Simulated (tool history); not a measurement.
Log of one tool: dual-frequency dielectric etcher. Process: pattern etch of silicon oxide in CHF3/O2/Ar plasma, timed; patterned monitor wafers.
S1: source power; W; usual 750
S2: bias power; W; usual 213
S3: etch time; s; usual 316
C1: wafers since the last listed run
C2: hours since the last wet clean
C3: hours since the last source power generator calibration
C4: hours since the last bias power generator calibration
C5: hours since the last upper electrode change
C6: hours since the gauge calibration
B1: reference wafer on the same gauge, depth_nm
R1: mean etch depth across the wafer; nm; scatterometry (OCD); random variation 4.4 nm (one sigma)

{"run": 1, "day": 0.0, "S1": 750, "S2": 213, "S3": 316, "C1": 0, "C2": 38.7, "C3": 998.5, "C4": 1706.6, "C5": 4933.3, "C6": 552.4, "B1": 681.4, "R1": 684.9}
{"run": 2, "day": 3.729, "S1": 750, "S2": 213, "S3": 316, "C1": 514, "C2": 128.2, "C3": 1088, "C4": 1796.1, "C5": 5022.8, "C6": 641.9, "B1": 680.9, "R1": 686.6}
{"run": 3, "day": 14.804, "S1": 750, "S2": 213, "S3": 316, "C1": 1527, "C2": 394, "C3": 1353.8, "C4": 2061.9, "C5": 5288.6, "C6": 907.7, "B1": 680.5, "R1": 704.2}
{"day": 17.783, "done": "gauge calibrated"}
{"day": 18.521, "done": "bias power generator calibrated"}
{"run": 4, "day": 18.542, "S1": 750, "S2": 213, "S3": 316, "C1": 492, "C2": 483.7, "C3": 1443.5, "C4": 0.5, "C5": 5378.3, "C6": 18.2, "B1": 678.8, "R1": 716.7}
{"day": 20.121, "done": "wet clean of the chamber"}
{"day": 20.15, "done": "upper electrode replaced"}
{"run": 5, "day": 20.65, "S1": 750, "S2": 213, "S3": 316, "C1": 148, "C2": 12.7, "C3": 1494.1, "C4": 51.1, "C5": 12, "C6": 68.8, "B1": 679.9, "R1": 672.3}
{"run": 6, "day": 23.579, "S1": 750, "S2": 213, "S3": 316, "C1": 404, "C2": 83, "C3": 1564.4, "C4": 121.4, "C5": 82.3, "C6": 139.1, "B1": 681.1, "R1": 683}
{"day": 24.504, "done": "source power generator calibrated"}
{"run": 7, "day": 26.625, "S1": 750, "S2": 213, "S3": 316, "C1": 397, "C2": 156.1, "C3": 50.9, "C4": 194.5, "C5": 155.4, "C6": 212.2, "B1": 681.6, "R1": 683.8}
{"run": 8, "day": 30.071, "S1": 640, "S2": 244, "S3": 398, "C1": 475, "C2": 238.8, "C3": 133.6, "C4": 277.2, "C5": 238.1, "C6": 294.9, "B1": 680.2, "R1": 820.3}
{"run": 9, "day": 34.533, "S1": 750, "S2": 213, "S3": 316, "C1": 615, "C2": 345.9, "C3": 240.7, "C4": 384.3, "C5": 345.2, "C6": 402, "B1": 680.3, "R1": 693.1}
{"run": 10, "day": 38.921, "S1": 620, "S2": 167, "S3": 316, "C1": 605, "C2": 451.2, "C3": 346, "C4": 489.6, "C5": 450.5, "C6": 507.3, "B1": 679.5, "R1": 576.6}
{"day": 40.879, "done": "wet clean of the chamber"}
{"run": 11, "day": 41.488, "S1": 750, "S2": 213, "S3": 316, "C1": 216, "C2": 14.6, "C3": 407.6, "C4": 551.2, "C5": 512.1, "C6": 568.9, "B1": 680.6, "R1": 681.4}
{"run": 12, "day": 43.321, "S1": 750, "S2": 183, "S3": 354.5, "C1": 252, "C2": 58.6, "C3": 451.6, "C4": 595.2, "C5": 556.1, "C6": 612.9, "B1": 679.6, "R1": 728.9}
{"run": 13, "day": 47.092, "S1": 870, "S2": 174, "S3": 243, "C1": 520, "C2": 149.1, "C3": 542.1, "C4": 685.7, "C5": 646.6, "C6": 703.4, "B1": 680.3, "R1": 542.5}
{"run": 14, "day": 51.204, "S1": 620, "S2": 213, "S3": 316, "C1": 567, "C2": 247.8, "C3": 640.8, "C4": 784.4, "C5": 745.3, "C6": 802.1, "B1": 679, "R1": 626.5}
{"run": 15, "day": 53.679, "S1": 920, "S2": 213, "S3": 391.5, "C1": 341, "C2": 307.2, "C3": 700.2, "C4": 843.8, "C5": 804.7, "C6": 861.5, "B1": 680.8, "R1": 976.1}

Forecast each of these 5 alternatives for the next run:
{"run": "A", "day": 53.7, "S1": 750, "S2": 213, "S3": 252, "C1": 2, "C2": 307.7, "C3": 700.7, "C4": 844.3, "C5": 805.2, "C6": 862, "B1": "?", "R1": "?"}
{"run": "B", "day": 53.7, "S1": 690, "S2": 256, "S3": 316, "C1": 2, "C2": 307.7, "C3": 700.7, "C4": 844.3, "C5": 805.2, "C6": 862, "B1": "?", "R1": "?"}
{"run": "C", "day": 53.7, "S1": 750, "S2": 213, "S3": 261.5, "C1": 2, "C2": 307.7, "C3": 700.7, "C4": 844.3, "C5": 805.2, "C6": 862, "B1": "?", "R1": "?"}
{"run": "D", "day": 53.7, "S1": 880, "S2": 236, "S3": 223, "C1": 2, "C2": 307.7, "C3": 700.7, "C4": 844.3, "C5": 805.2, "C6": 862, "B1": "?", "R1": "?"}
{"run": "E", "day": 53.7, "S1": 630, "S2": 213, "S3": 267.5, "C1": 2, "C2": 307.7, "C3": 700.7, "C4": 844.3, "C5": 805.2, "C6": 862, "B1": "?", "R1": "?"}

run=A B1=680.8 R1=562.8
run=B B1=680.8 R1=716.1
run=C B1=680.8 R1=584
run=D B1=680.8 R1=565
run=E B1=680.8 R1=536
Without the tool's hidden state the same runs would have given:
run=A R1=540.1
run=B R1=687.3
run=C R1=560.5
run=D R1=542.3
run=E R1=514.4

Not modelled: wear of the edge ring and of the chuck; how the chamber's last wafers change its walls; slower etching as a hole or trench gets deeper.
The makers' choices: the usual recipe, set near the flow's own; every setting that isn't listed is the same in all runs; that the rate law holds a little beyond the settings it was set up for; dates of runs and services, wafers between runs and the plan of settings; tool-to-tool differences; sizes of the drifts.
